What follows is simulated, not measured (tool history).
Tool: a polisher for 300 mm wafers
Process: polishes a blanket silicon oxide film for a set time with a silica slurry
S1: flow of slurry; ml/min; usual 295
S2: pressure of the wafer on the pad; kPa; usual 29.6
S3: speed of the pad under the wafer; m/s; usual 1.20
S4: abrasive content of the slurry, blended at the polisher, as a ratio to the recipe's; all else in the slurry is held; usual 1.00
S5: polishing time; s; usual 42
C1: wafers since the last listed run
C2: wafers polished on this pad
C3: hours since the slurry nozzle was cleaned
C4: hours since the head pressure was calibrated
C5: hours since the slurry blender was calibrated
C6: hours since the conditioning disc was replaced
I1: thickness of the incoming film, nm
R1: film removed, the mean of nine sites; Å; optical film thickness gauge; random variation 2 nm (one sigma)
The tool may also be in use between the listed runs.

{"run": 1, "hour": 0.0, "S1": 295, "S2": 29.6, "S3": 1.2, "S4": 1.0, "S5": 42, "C1": 0, "C2": 1043, "C3": 72.0, "C4": 1360.8, "C5": 11.7, "C6": 412.1, "I1": 1696.2, "R1": 1302}
{"hour": 8.4, "done": "conditioning disc replaced and pad reconditioned"}
{"run": 2, "hour": 71.8, "S1": 295, "S2": 20.7, "S3": 1.2, "S4": 1.25, "S5": 42, "C1": 703, "C2": 1747, "C3": 143.8, "C4": 1432.6, "C5": 83.5, "C6": 63.4, "I1": 1666.5, "R1": 999}
{"run": 3, "hour": 95.2, "S1": 295, "S2": 29.6, "S3": 1.2, "S4": 1.0, "S5": 42, "C1": 235, "C2": 1983, "C3": 167.2, "C4": 1456.0, "C5": 106.9, "C6": 86.8, "I1": 1648.4, "R1": 1291}
{"run": 4, "hour": 129.6, "S1": 295, "S2": 29.6, "S3": 1.52, "S4": 1.0, "S5": 38, "C1": 346, "C2": 2330, "C3": 201.6, "C4": 1490.4, "C5": 141.3, "C6": 121.2, "I1": 1663.7, "R1": 1436}
{"run": 5, "hour": 149.7, "S1": 295, "S2": 29.6, "S3": 1.06, "S4": 1.0, "S5": 27, "C1": 202, "C2": 2532, "C3": 221.7, "C4": 1510.5, "C5": 161.4, "C6": 141.3, "I1": 1678.7, "R1": 758}
{"hour": 158.4, "done": "worn pad replaced by a new one"}
{"run": 6, "hour": 181.4, "S1": 295, "S2": 29.6, "S3": 1.2, "S4": 1.0, "S5": 51, "C1": 279, "C2": 232, "C3": 253.4, "C4": 1542.2, "C5": 193.1, "C6": 173.0, "I1": 1693.2, "R1": 1588}
{"hour": 211.1, "done": "head pressure recalibrated"}
{"run": 7, "hour": 211.8, "S1": 295, "S2": 29.6, "S3": 1.2, "S4": 1.0, "S5": 42, "C1": 286, "C2": 518, "C3": 283.8, "C4": 0.7, "C5": 223.5, "C6": 203.4, "I1": 1638.3, "R1": 1461}
{"run": 8, "hour": 227.0, "S1": 295, "S2": 29.6, "S3": 1.2, "S4": 0.9, "S5": 42, "C1": 153, "C2": 671, "C3": 299.0, "C4": 15.9, "C5": 238.7, "C6": 218.6, "I1": 1665.0, "R1": 1402}
{"run": 9, "hour": 249.9, "S1": 295, "S2": 29.6, "S3": 1.2, "S4": 1.0, "S5": 42, "C1": 230, "C2": 902, "C3": 321.9, "C4": 38.8, "C5": 261.6, "C6": 241.5, "I1": 1669.8, "R1": 1462}
{"hour": 260.6, "done": "slurry blender recalibrated"}
{"run": 10, "hour": 281.8, "S1": 295, "S2": 24.1, "S3": 1.5, "S4": 1.0, "S5": 55, "C1": 301, "C2": 1204, "C3": 353.8, "C4": 70.7, "C5": 21.2, "C6": 273.4, "I1": 1639.4, "R1": 1854}
{"run": 11, "hour": 313.3, "S1": 295, "S2": 29.6, "S3": 0.8, "S4": 1.15, "S5": 42, "C1": 317, "C2": 1521, "C3": 385.3, "C4": 102.2, "C5": 52.7, "C6": 304.9, "I1": 1669.3, "R1": 1095}
{"hour": 321.5, "done": "slurry nozzle cleaned"}
{"run": 12, "hour": 337.8, "S1": 295, "S2": 24.1, "S3": 1.5, "S4": 1.0, "S5": 55, "C1": 236, "C2": 1758, "C3": 16.3, "C4": 126.7, "C5": 77.2, "C6": 329.4, "I1": 1690.3, "R1": 1825}
{"hour": 413.2, "done": "worn pad replaced by a new one"}
{"hour": 421.6, "done": "conditioning disc replaced and pad reconditioned"}
{"run": 13, "hour": 442.2, "S1": 295, "S2": 29.6, "S3": 1.2, "S4": 1.0, "S5": 42, "C1": 992, "C2": 272, "C3": 120.7, "C4": 231.1, "C5": 181.6, "C6": 20.6, "I1": 1673.2, "R1": 1425}
{"run": 14, "hour": 465.5, "S1": 295, "S2": 29.6, "S3": 1.2, "S4": 1.0, "S5": 42, "C1": 234, "C2": 507, "C3": 144.0, "C4": 254.4, "C5": 204.9, "C6": 43.9, "I1": 1681.2, "R1": 1455}
{"run": 15, "hour": 490.1, "S1": 295, "S2": 21.4, "S3": 1.2, "S4": 0.75, "S5": 29, "C1": 248, "C2": 755, "C3": 168.6, "C4": 279.0, "C5": 229.5, "C6": 68.5, "I1": 1670.3, "R1": 632}
{"hour": 500.3, "done": "slurry blender recalibrated"}
{"run": 16, "hour": 508.5, "S1": 295, "S2": 29.6, "S3": 0.88, "S4": 1.0, "S5": 29, "C1": 165, "C2": 920, "C3": 187.0, "C4": 297.4, "C5": 8.2, "C6": 86.9, "I1": 1651.9, "R1": 775}
{"run": 17, "hour": 538.8, "S1": 295, "S2": 29.6, "S3": 0.9, "S4": 1.0, "S5": 49, "C1": 305, "C2": 1226, "C3": 217.3, "C4": 327.7, "C5": 38.5, "C6": 117.2, "I1": 1663.1, "R1": 1287}
{"run": 18, "hour": 565.4, "S1": 295, "S2": 19.3, "S3": 1.48, "S4": 1.0, "S5": 42, "C1": 268, "C2": 1494, "C3": 243.9, "C4": 354.3, "C5": 65.1, "C6": 143.8, "I1": 1705.6, "R1": 1108}
{"run": 19, "hour": 596.4, "S1": 295, "S2": 29.6, "S3": 1.46, "S4": 1.0, "S5": 42, "C1": 312, "C2": 1807, "C3": 274.9, "C4": 385.3, "C5": 96.1, "C6": 174.8, "I1": 1696.0, "R1": 1669}
{"run": 20, "hour": 619.6, "S1": 295, "S2": 29.6, "S3": 0.94, "S4": 1.0, "S5": 42, "C1": 233, "C2": 2041, "C3": 298.1, "C4": 408.5, "C5": 119.3, "C6": 198.0, "I1": 1633.5, "R1": 1176}
{"hour": 630.6, "done": "worn pad replaced by a new one"}
{"run": 21, "hour": 635.3, "S1": 295, "S2": 29.6, "S3": 1.2, "S4": 1.0, "S5": 42, "C1": 117, "C2": 47, "C3": 313.8, "C4": 424.2, "C5": 135.0, "C6": 213.7, "I1": 1705.6, "R1": 1432}
{"run": 22, "hour": 667.0, "S1": 295, "S2": 29.6, "S3": 1.2, "S4": 1.0, "S5": 42, "C1": 319, "C2": 367, "C3": 345.5, "C4": 455.9, "C5": 166.7, "C6": 245.4, "I1": 1669.2, "R1": 1369}
{"run": 23, "hour": 686.7, "S1": 295, "S2": 29.6, "S3": 1.58, "S4": 1.15, "S5": 48, "C1": 198, "C2": 565, "C3": 365.2, "C4": 475.6, "C5": 186.4, "C6": 265.1, "I1": 1664.9, "R1": 2106}
{"run": 24, "hour": 715.8, "S1": 295, "S2": 29.6, "S3": 1.2, "S4": 1.0, "S5": 42, "C1": 293, "C2": 859, "C3": 394.3, "C4": 504.7, "C5": 215.5, "C6": 294.2, "I1": 1702.7, "R1": 1409}

Forecast each of these 5 alternatives for the next run:
{"run": "A", "hour": 716.2, "S1": 295, "S2": 29.6, "S3": 1.56, "S4": 1.0, "S5": 42, "C1": 4, "C2": 863, "C3": 394.7, "C4": 505.1, "C5": 215.9, "C6": 294.6, "I1": 1678.5, "R1": "?"}
{"run": "B", "hour": 716.2, "S1": 295, "S2": 29.6, "S3": 1.6, "S4": 1.0, "S5": 42, "C1": 4, "C2": 863, "C3": 394.7, "C4": 505.1, "C5": 215.9, "C6": 294.6, "I1": 1678.5, "R1": "?"}
{"run": "C", "hour": 716.2, "S1": 295, "S2": 25.5, "S3": 1.32, "S4": 0.7, "S5": 55, "C1": 4, "C2": 863, "C3": 394.7, "C4": 505.1, "C5": 215.9, "C6": 294.6, "I1": 1678.5, "R1": "?"}
{"run": "D", "hour": 716.2, "S1": 295, "S2": 22.1, "S3": 0.88, "S4": 1.0, "S5": 42, "C1": 4, "C2": 863, "C3": 394.7, "C4": 505.1, "C5": 215.9, "C6": 294.6, "I1": 1678.5, "R1": "?"}
{"run": "E", "hour": 716.2, "S1": 205, "S2": 29.6, "S3": 1.2, "S4": 1.0, "S5": 42, "C1": 4, "C2": 863, "C3": 394.7, "C4": 505.1, "C5": 215.9, "C6": 294.6, "I1": 1678.5, "R1": "?"}

run=A R1=1741
run=B R1=1776
run=C R1=1471
run=D R1=819
run=E R1=1348
Without the tool's hidden state the same runs would have given:
run=A R1=1838
run=B R1=1876
run=C R1=1554
run=D R1=865
run=E R1=1424
